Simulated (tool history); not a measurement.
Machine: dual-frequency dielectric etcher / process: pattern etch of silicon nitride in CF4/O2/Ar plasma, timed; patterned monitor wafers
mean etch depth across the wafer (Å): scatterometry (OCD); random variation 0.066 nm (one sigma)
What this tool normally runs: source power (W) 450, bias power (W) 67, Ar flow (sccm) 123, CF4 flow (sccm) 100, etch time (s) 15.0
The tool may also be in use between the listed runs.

| run | hour | source power (W) | bias power (W) | Ar flow (sccm) | CF4 flow (sccm) | etch time (s) | read-back reference wafer on the same gauge, depth_nm | mean etch depth across the wafer (Å) |
|---|---|---|---|---|---|---|---|---|
| 1 | 0.0 | 450 | 67 | 123 | 100 | 15.0 | 25.50 | 288.8 |
| 2 | 16.4 | 450 | 67 | 123 | 100 | 17.5 | 25.51 | 336.4 |
| 3 | 44.6 | 450 | 67 | 123 | 100 | 17.5 | 25.51 | 337.5 |
| 4 | 57.3 | 450 | 67 | 123 | 100 | 17.5 | 25.51 | 337.0 |
| 5 | 91.2 | 450 | 67 | 123 | 100 | 15.0 | 25.50 | 287.5 |
| 6 | 106.1 | 450 | 67 | 123 | 100 | 15.0 | 25.50 | 289.2 |
| 7 | 129.7 | 410 | 55 | 123 | 100 | 15.0 | 25.50 | 243.4 |
| 8 | 146.3 | 400 | 56 | 123 | 100 | 15.0 | 25.50 | 240.1 |
| 9 | 174.8 | 450 | 67 | 123 | 100 | 15.0 | 25.49 | 288.8 |
| 10 | 199.8 | 480 | 67 | 123 | 100 | 18.5 | 25.51 | 378.5 |
| 11 | 221.5 | 450 | 67 | 123 | 100 | 15.0 | 25.49 | 288.5 |
| 12 | 270.2 | 450 | 52 | 149 | 80 | 15.0 | 25.50 | 243.9 |
| 13 | 290.0 | 500 | 73 | 123 | 91 | 14.0 | 25.50 | 303.9 |
| 14 | 325.5 | 450 | 67 | 123 | 100 | 15.0 | 25.50 | 282.5 |
| 15 | 346.0 | 450 | 67 | 123 | 100 | 13.5 | 25.50 | 255.1 |
| 16 | 366.7 | 450 | 67 | 123 | 92 | 10.5 | 25.50 | 196.5 |
| 17 | 399.2 | 450 | 67 | 123 | 111 | 15.0 | 25.50 | 284.3 |
| 18 | 416.5 | 450 | 67 | 153 | 84 | 19.5 | 25.50 | 350.3 |
| 19 | 443.0 | 450 | 67 | 123 | 100 | 15.0 | 25.50 | 282.4 |
| 20 | 471.3 | 450 | 67 | 123 | 100 | 15.0 | 25.50 | 283.1 |
| 21 | 493.8 | 450 | 56 | 123 | 100 | 17.5 | 25.49 | 305.5 |

Not shown here: 5 entries made in the log between runs. Locate each between two listed runs and compare the hidden state at the listed run before it with the hidden state at the listed run after it:
In the gap between runs 1 and 2: Ar flow controller replaced (hour 8.1)
  etch rate over this chamber's usual, %: 0.663 -> 0.703; source power that arrives over what is set, %: 0.7 -> 0.613
  measured less the result without the state, mean etch depth across the wafer (Å): +3.7 -> +4.2
In the gap between runs 4 and 5: gauge calibrated (hour 62.6)
  etch rate over this chamber's usual, %: 0.802 -> 0.885; source power that arrives over what is set, %: 0.402 -> 0.233
  measured less the result without the state, mean etch depth across the wafer (Å): +3.9 -> +3.1
In the gap between runs 8 and 9: upper electrode replaced (hour 174.3)
  etch rate over this chamber's usual, %: 1.02 -> 1.09; source power that arrives over what is set, %: -0.028 -> -0.157
  measured less the result without the state, mean etch depth across the wafer (Å): +2.3 -> +2.7
In the gap between runs 11 and 12: bias power generator calibrated (hour 269.7)
  etch rate over this chamber's usual, %: 1.2 -> 1.32; source power that arrives over what is set, %: -0.362 -> -0.564
  measured less the result without the state, mean etch depth across the wafer (Å): +2.4 -> +2.0
In the gap between runs 13 and 14: wet clean of the chamber (hour 315.1)
  etch rate over this chamber's usual, %: 1.37 -> 0.00717; source power that arrives over what is set, %: -0.644 -> -0.782
  measured less the result without the state, mean etch depth across the wafer (Å): +2.4 -> -2.0
